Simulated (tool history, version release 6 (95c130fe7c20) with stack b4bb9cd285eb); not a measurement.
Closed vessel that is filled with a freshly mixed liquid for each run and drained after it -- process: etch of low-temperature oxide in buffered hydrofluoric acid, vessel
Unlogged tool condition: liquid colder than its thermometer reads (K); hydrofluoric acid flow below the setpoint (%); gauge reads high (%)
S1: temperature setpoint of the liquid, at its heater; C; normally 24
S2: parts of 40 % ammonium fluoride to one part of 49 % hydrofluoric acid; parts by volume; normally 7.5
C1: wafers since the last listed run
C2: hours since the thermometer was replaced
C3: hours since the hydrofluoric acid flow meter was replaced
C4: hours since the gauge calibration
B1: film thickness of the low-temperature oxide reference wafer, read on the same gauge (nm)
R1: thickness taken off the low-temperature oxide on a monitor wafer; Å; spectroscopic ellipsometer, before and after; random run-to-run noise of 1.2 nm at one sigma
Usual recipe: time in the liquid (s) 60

Run 1, hour 0: usual settings but time in the liquid (s) 35; C1 0; C2 988.1; C3 1011.6; C4 829.4; B1 140.02. Result: R1 1228.3 Å.
Run 2, hour 57.1: usual settings; C1 4145; C2 1045.2; C3 1068.7; C4 886.5; B1 140.01. Result: R1 2100.3 Å.
Run 3, hour 102.8: usual settings; C1 3317; C2 1090.9; C3 1114.4; C4 932.2; B1 139.97. Result: R1 2094.1 Å.
Run 4, hour 190.5: usual settings; C1 6366; C2 1178.6; C3 1202.1; C4 1019.9; B1 140. Result: R1 2087.1 Å.
Run 5, hour 265.3: usual settings but S2 6 parts by volume; C1 5429; C2 1253.4; C3 1276.9; C4 1094.7; B1 139.99. Result: R1 2570.5 Å.
Run 6, hour 309.9: usual settings; C1 3237; C2 1298; C3 1321.5; C4 1139.3; B1 140.02. Result: R1 2089.2 Å.
Run 7, hour 352.2: usual settings; C1 3070; C2 1340.3; C3 1363.8; C4 1181.6; B1 140.03. Result: R1 2068.2 Å.
Run 8, hour 415.4: usual settings; C1 4587; C2 1403.5; C3 1427; C4 1244.8; B1 140. Result: R1 2066.5 Å.
Run 9, hour 503.2: usual settings; C1 6373; C2 1491.3; C3 1514.8; C4 1332.6; B1 140. Result: R1 2047.7 Å.
At hour 541.6: thermometer replaced.
Run 10, hour 597.2: usual settings; C1 6751; C2 55.6; C3 1608.8; C4 1426.6; B1 140. Result: R1 2102.9 Å.
Run 11, hour 685: usual settings; C1 6373; C2 143.4; C3 1696.6; C4 1514.4; B1 140.01. Result: R1 2096.8 Å.
Run 12, hour 725.5: usual settings; C1 2940; C2 183.9; C3 1737.1; C4 1554.9; B1 140. Result: R1 2089.3 Å.
At hour 732.1: gauge calibrated.
Run 13, hour 794.6: usual settings; C1 5016; C2 253; C3 1806.2; C4 62.5; B1 140.03. Result: R1 2109.7 Å.
Run 14, hour 873.3: usual settings but S2 5.5 parts by volume, time in the liquid (s) 40; C1 5713; C2 331.7; C3 1884.9; C4 141.2; B1 139.99. Result: R1 1854.8 Å.
At hour 985.5: hydrofluoric acid flow meter replaced.
Run 15, hour 996.3: usual settings but S2 5 parts by volume; C1 8856; C2 454.7; C3 10.8; C4 264.2; B1 140.03. Result: R1 3148.8 Å.
Run 16, hour 1061.9: usual settings; C1 4762; C2 520.3; C3 76.4; C4 329.8; B1 140.02. Result: R1 2173.1 Å.
Run 17, hour 1123.1: usual settings but S1 20 C, S2 9.5 parts by volume, time in the liquid (s) 75; C1 4442; C2 581.5; C3 137.6; C4 391; B1 140.01. Result: R1 1725.7 Å.
Run 18, hour 1195.3: usual settings; C1 5241; C2 653.7; C3 209.8; C4 463.2; B1 140.01. Result: R1 2151.5 Å.
Run 19, hour 1252.9: usual settings; C1 4181; C2 711.3; C3 267.4; C4 520.8; B1 140.02. Result: R1 2158.5 Å.
Run 20, hour 1323.3: usual settings; C1 5110; C2 781.7; C3 337.8; C4 591.2; B1 140. Result: R1 2141.7 Å.
Run 21, hour 1398.8: usual settings but S1 28 C, S2 9.5 parts by volume; C1 5480; C2 857.2; C3 413.3; C4 666.7; B1 139.98. Result: R1 2130.9 Å.
Run 22, hour 1468: usual settings but S2 5.5 parts by volume; C1 5023; C2 926.4; C3 482.5; C4 735.9; B1 139.99. Result: R1 2817.1 Å.
Run 23, hour 1514.3: usual settings but S1 28 C, S2 8.5 parts by volume, time in the liquid (s) 85; C1 3361; C2 972.7; C3 528.8; C4 782.2; B1 140.01. Result: R1 3260.7 Å.
Run 24, hour 1551.8: usual settings but S1 21 C; C1 2722; C2 1010.2; C3 566.3; C4 819.7; B1 140.01. Result: R1 1802.7 Å.
Run 25, hour 1591.1: usual settings; C1 2852; C2 1049.5; C3 605.6; C4 859; B1 139.94. Result: R1 2111.8 Å.
Run 26, hour 1666.5: usual settings but S2 9.5 parts by volume, time in the liquid (s) 95; C1 5473; C2 1124.9; C3 681; C4 934.4; B1 140. Result: R1 2678.8 Å.
Run 27, hour 1741.2: usual settings but S2 9 parts by volume; C1 5422; C2 1199.6; C3 755.7; C4 1009.1; B1 140. Result: R1 1727.2 Å.

The tool's hidden state at each run:
gauge reads high (%): 0 at every run
H1: liquid colder than its thermometer reads (K)
H2: hydrofluoric acid flow below the setpoint (%)
run     H1     H2
  1  0.479   2.73
  2  0.503   2.87
  3  0.523   2.98
  4  0.561    3.2
  5  0.594   3.38
  6  0.613   3.49
  7  0.631    3.6
  8  0.659   3.76
  9  0.697   3.97
 10   0.12   4.21
 11  0.158   4.42
 12  0.176   4.52
 13  0.206    4.7
 14   0.24   4.89
 15  0.293  0.138
 16  0.321  0.301
 17  0.348  0.453
 18  0.379  0.631
 19  0.404  0.774
 20  0.434  0.949
 21  0.467   1.14
 22  0.497   1.31
 23  0.517   1.42
 24  0.533   1.51
 25   0.55   1.61
 26  0.583    1.8
 27  0.615   1.98
